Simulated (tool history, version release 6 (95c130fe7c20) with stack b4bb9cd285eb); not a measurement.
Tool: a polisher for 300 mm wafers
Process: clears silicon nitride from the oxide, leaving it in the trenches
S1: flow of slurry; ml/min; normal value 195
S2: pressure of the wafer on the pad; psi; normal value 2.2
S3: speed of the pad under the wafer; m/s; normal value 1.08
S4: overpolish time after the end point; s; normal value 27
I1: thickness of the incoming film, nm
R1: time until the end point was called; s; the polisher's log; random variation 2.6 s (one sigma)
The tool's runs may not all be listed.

run   hour   S1   S2    S3  S4    I1     R1
  1      0  195  2.2  1.08  27  79.8  144.5
  2   21.6  195  2.2  1.08  27  78.9  145.8
  3   37.7  195  2.8  1.08  21  79.2  116.4
  4   64.6  195  2.2  1.08  27  80.3  153.7
  5   94.2  195  2.2  1.08  27  80.8  148.5
     101.9  -- slurry nozzle cleaned
  6    107  195  2.2  1.08  27  78.4  149.5
  7  153.1  155  2.2  0.84  27  80.4    205
  8  174.7  155  2.2  0.84  27  80.3  202.7
  9  190.1  155  2.2  0.84  27  80.9  206.4
 10  222.3  195  2.2  1.08  27  80.4  159.1
       232  -- worn pad replaced by a new one
 11  255.2  195  2.2  1.08  27  80.1  137.7
 12    284  195  2.2  1.08  27  80.2  143.7
 13  298.9  195  2.2  1.08  27  81.6  145.2
     336.1  -- head pressure recalibrated
 14  336.6  195  2.2  1.08  27    80  146.6
 15  352.6  230  2.7   1.3  42  80.2  102.2
 16  366.3  195  2.2  1.08  27  79.3  148.1
 17  384.7  195  2.2  1.08  27  80.1  155.4
     480.7  -- worn pad replaced by a new one
 18  481.2  195  2.2  1.08  27  79.9  132.5
     482.6  -- slurry nozzle cleaned
 19  503.8  155  2.2  1.08  14  78.9  140.9
 20    525  130  2.2  1.38  27  79.8  119.8
 21    554  195  2.2  1.26  21    79  125.1
 22  588.6  150  2.2  1.08  27  80.2  149.5
 23  610.8  195  1.7  1.08  27  79.8  181.2
 24  646.7  240  2.2  1.08  27  80.1    152
 25  659.8  260  1.7  1.18  12  80.7    162
 26  673.6  145  2.2   1.4  27    79  121.2
 27    706  195  2.2  1.08  27  81.6  160.3
 28  728.9  175  2.2  1.08  40  80.3  159.8

Here are 5 independent what-if runs from the current tool condition. What would each one return?
  A  729.4  195  2.2  0.82  27  79.8   ?
  B  729.4  195  2.2  1.08  22  79.8   ?
  C  729.4  195  1.7  1.08  41  79.8   ?
  D  729.4  160  1.8  1.08  27  79.8   ?
  E  729.4  195  2.2  1.44  31  79.8   ?

run     R1
  A  198.3
  B  150.6
  C  185.4
  D  181.7
  E  112.9
What these runs would have given with no unlogged condition in the tool:
run     R1
  A  172.2
  B  130.7
  C    161
  D  157.8
  E     98
